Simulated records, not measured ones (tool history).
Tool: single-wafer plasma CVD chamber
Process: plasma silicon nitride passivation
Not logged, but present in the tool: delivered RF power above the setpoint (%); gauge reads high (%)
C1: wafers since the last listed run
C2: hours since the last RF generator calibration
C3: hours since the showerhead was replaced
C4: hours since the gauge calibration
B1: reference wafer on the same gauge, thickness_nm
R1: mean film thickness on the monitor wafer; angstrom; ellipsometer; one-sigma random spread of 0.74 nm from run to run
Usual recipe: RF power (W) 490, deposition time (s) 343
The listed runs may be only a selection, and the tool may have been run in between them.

Run 1, hour 0: usual settings but RF power (W) 425, deposition time (s) 388; C1 0; C2 766.1; C3 2667.9; C4 107.6; B1 472.045. Result: R1 5268.21 angstrom.
Run 2, hour 11.4: usual settings but RF power (W) 425, deposition time (s) 388; C1 72; C2 777.5; C3 2679.3; C4 119; B1 472.059. Result: R1 5275.19 angstrom.
Run 3, hour 24.5: usual settings but RF power (W) 425, deposition time (s) 388; C1 83; C2 790.6; C3 2692.4; C4 132.1; B1 471.981. Result: R1 5277.25 angstrom.
Run 4, hour 32.4: usual settings but deposition time (s) 313; C1 50; C2 798.5; C3 2700.3; C4 140; B1 472.007. Result: R1 4415.72 angstrom.
Run 5, hour 47.8: usual settings but deposition time (s) 313; C1 98; C2 813.9; C3 2715.7; C4 155.4; B1 472.087. Result: R1 4412.65 angstrom.
Run 6, hour 64.8: usual settings but deposition time (s) 313; C1 108; C2 830.9; C3 2732.7; C4 172.4; B1 471.778. Result: R1 4418.18 angstrom.
Run 7, hour 77.4: usual settings; C1 80; C2 843.5; C3 2745.3; C4 185; B1 471.82. Result: R1 4854.68 angstrom.
Run 8, hour 84.9: usual settings; C1 48; C2 851; C3 2752.8; C4 192.5; B1 472.156. Result: R1 4854.26 angstrom.
At hour 103.7: RF generator calibrated.
Run 9, hour 104.2: usual settings; C1 72; C2 0.5; C3 2772.1; C4 211.8; B1 471.769. Result: R1 4916.9 angstrom.
Run 10, hour 106.6: usual settings but RF power (W) 525, deposition time (s) 383; C1 15; C2 2.9; C3 2774.5; C4 214.2; B1 472.139. Result: R1 5594.31 angstrom.
At hour 118.6: showerhead replaced.
Run 11, hour 119.1: usual settings; C1 28; C2 15.4; C3 0.5; C4 226.7; B1 472.007. Result: R1 4920.58 angstrom.
Run 12, hour 127: usual settings; C1 50; C2 23.3; C3 8.4; C4 234.6; B1 471.942. Result: R1 4933.81 angstrom.
Run 13, hour 142.3: usual settings but deposition time (s) 409; C1 97; C2 38.6; C3 23.7; C4 249.9; B1 472.103. Result: R1 5862.06 angstrom.
Run 14, hour 161.7: usual settings but deposition time (s) 310; C1 124; C2 58; C3 43.1; C4 269.3; B1 471.906. Result: R1 4427.93 angstrom.
At hour 175.3: gauge calibrated.
Run 15, hour 205: usual settings but RF power (W) 425, deposition time (s) 388; C1 277; C2 101.3; C3 86.4; C4 29.7; B1 471.876. Result: R1 5337.43 angstrom.
Run 16, hour 217.4: usual settings but deposition time (s) 364; C1 79; C2 113.7; C3 98.8; C4 42.1; B1 472.01. Result: R1 5198.05 angstrom.
Run 17, hour 260.5: usual settings but RF power (W) 420, deposition time (s) 395; C1 275; C2 156.8; C3 141.9; C4 85.2; B1 471.888. Result: R1 5398.8 angstrom.
Run 18, hour 269.5: usual settings but RF power (W) 560, deposition time (s) 315; C1 57; C2 165.8; C3 150.9; C4 94.2; B1 472.151. Result: R1 4645.3 angstrom.
Run 19, hour 278: usual settings but RF power (W) 575, deposition time (s) 368; C1 54; C2 174.3; C3 159.4; C4 102.7; B1 472.144. Result: R1 5463.83 angstrom.

Predict each of these 4 candidate next runs independently; none follows another, all start after run 19:
Run A, hour 278.5: usual settings; C1 3; C2 174.8; C3 159.9; C4 103.2; B1 ?. Result: R1 ?.
Run B, hour 278.5: usual settings but RF power (W) 575; C1 3; C2 174.8; C3 159.9; C4 103.2; B1 ?. Result: R1 ?.
Run C, hour 278.5: usual settings but RF power (W) 570, deposition time (s) 371; C1 3; C2 174.8; C3 159.9; C4 103.2; B1 ?. Result: R1 ?.
Run D, hour 278.5: usual settings but RF power (W) 415, deposition time (s) 307; C1 3; C2 174.8; C3 159.9; C4 103.2; B1 ?. Result: R1 ?.

run       B1       R1
  A  472.059  4889.26
  B  472.059  5104.04
  C  472.059  5507.65
  D  472.059  4188.41
Had the tool no hidden state, the same runs would have come out as:
run       R1
  A  4961.23
  B  5179.17
  C  5588.72
  D  4250.07

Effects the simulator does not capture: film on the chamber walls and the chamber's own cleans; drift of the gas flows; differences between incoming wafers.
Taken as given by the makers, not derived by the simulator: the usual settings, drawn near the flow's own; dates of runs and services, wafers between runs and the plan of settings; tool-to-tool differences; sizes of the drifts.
